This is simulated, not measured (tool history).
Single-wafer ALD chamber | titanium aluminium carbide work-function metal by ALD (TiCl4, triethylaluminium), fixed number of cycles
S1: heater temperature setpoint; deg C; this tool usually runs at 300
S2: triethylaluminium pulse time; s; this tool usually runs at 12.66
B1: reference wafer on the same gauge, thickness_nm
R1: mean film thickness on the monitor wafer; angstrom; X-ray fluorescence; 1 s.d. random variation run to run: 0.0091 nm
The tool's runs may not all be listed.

Run 1, hour 0.0: usual settings; B1 2.022. Result: R1 20.69 angstrom.
Run 2, hour 19.1: usual settings; B1 2.019. Result: R1 20.60 angstrom.
Run 3, hour 42.2: usual settings; B1 2.017. Result: R1 20.61 angstrom.
Run 4, hour 75.4: usual settings; B1 2.022. Result: R1 20.53 angstrom.
At hour 92.5: gauge calibrated.
Run 5, hour 110.5: usual settings; B1 2.018. Result: R1 20.54 angstrom.
Run 6, hour 141.8: usual settings; B1 2.020. Result: R1 20.51 angstrom.
Run 7, hour 167.0: usual settings; B1 2.021. Result: R1 20.40 angstrom.
Run 8, hour 199.1: usual settings but S1 288 deg C; B1 2.021. Result: R1 19.47 angstrom.
At hour 220.5: triethylaluminium bottle replaced.
At hour 223.5: showerhead replaced.
Run 9, hour 233.1: usual settings; B1 2.020. Result: R1 21.60 angstrom.
Run 10, hour 254.1: usual settings; B1 2.018. Result: R1 21.58 angstrom.
Run 11, hour 278.4: usual settings but S2 9.68 s; B1 2.020. Result: R1 20.47 angstrom.
At hour 294.0: thermocouple changed; heater temperature recalibrated.
Run 12, hour 294.5: usual settings but S2 9.68 s; B1 2.021. Result: R1 20.37 angstrom.
Run 13, hour 306.1: usual settings but S2 9.68 s; B1 2.023. Result: R1 20.28 angstrom.
Run 14, hour 331.4: usual settings; B1 2.022. Result: R1 21.56 angstrom.
Run 15, hour 366.2: usual settings; B1 2.019. Result: R1 21.56 angstrom.
Run 16, hour 391.3: usual settings but S1 314 deg C, S2 8.28 s; B1 2.019. Result: R1 19.48 angstrom.
Run 17, hour 408.1: usual settings but S1 313 deg C, S2 10.53 s; B1 2.020. Result: R1 21.84 angstrom.
Run 18, hour 434.4: usual settings but S1 294 deg C; B1 2.022. Result: R1 21.08 angstrom.
Run 19, hour 454.0: usual settings but S1 291 deg C, S2 13.97 s; B1 2.019. Result: R1 21.07 angstrom.
Run 20, hour 477.3: usual settings but S1 287 deg C, S2 15.75 s; B1 2.017. Result: R1 20.92 angstrom.
At hour 486.1: gauge calibrated.
Run 21, hour 501.4: usual settings; B1 2.023. Result: R1 21.58 angstrom.
Run 22, hour 517.9: usual settings but S1 289 deg C, S2 17.15 s; B1 2.021. Result: R1 20.97 angstrom.
Run 23, hour 530.9: usual settings but S1 311 deg C, S2 15.16 s; B1 2.021. Result: R1 22.82 angstrom.
Run 24, hour 610.8: usual settings but S2 17.70 s; B1 2.022. Result: R1 21.70 angstrom.
Run 25, hour 635.9: usual settings but S2 17.09 s; B1 2.021. Result: R1 21.88 angstrom.
Run 26, hour 658.6: usual settings; B1 2.023. Result: R1 21.49 angstrom.
Run 27, hour 674.6: usual settings but S2 13.98 s; B1 2.020. Result: R1 21.76 angstrom.

Branching from run 27: 5 alternative next runs. What would each branch give?
Run A, hour 675.0: usual settings; B1 ?. Result: R1 ?.
Run B, hour 675.0: usual settings but S1 312 deg C, S2 16.27 s; B1 ?. Result: R1 ?.
Run C, hour 675.0: usual settings but S1 310 deg C, S2 10.24 s; B1 ?. Result: R1 ?.
Run D, hour 675.0: usual settings but S1 286 deg C, S2 9.84 s; B1 ?. Result: R1 ?.
Run E, hour 675.0: usual settings but S1 305 deg C, S2 10.64 s; B1 ?. Result: R1 ?.

run     B1     R1
  A  2.021  21.44
  B  2.021  22.85
  C  2.021  21.14
  D  2.021  18.96
  E  2.021  21.03
Take away the tool's hidden state, keep each run's random variation, and the runs would have read:
run     R1
  A  21.65
  B  22.90
  C  21.68
  D  19.52
  E  21.49
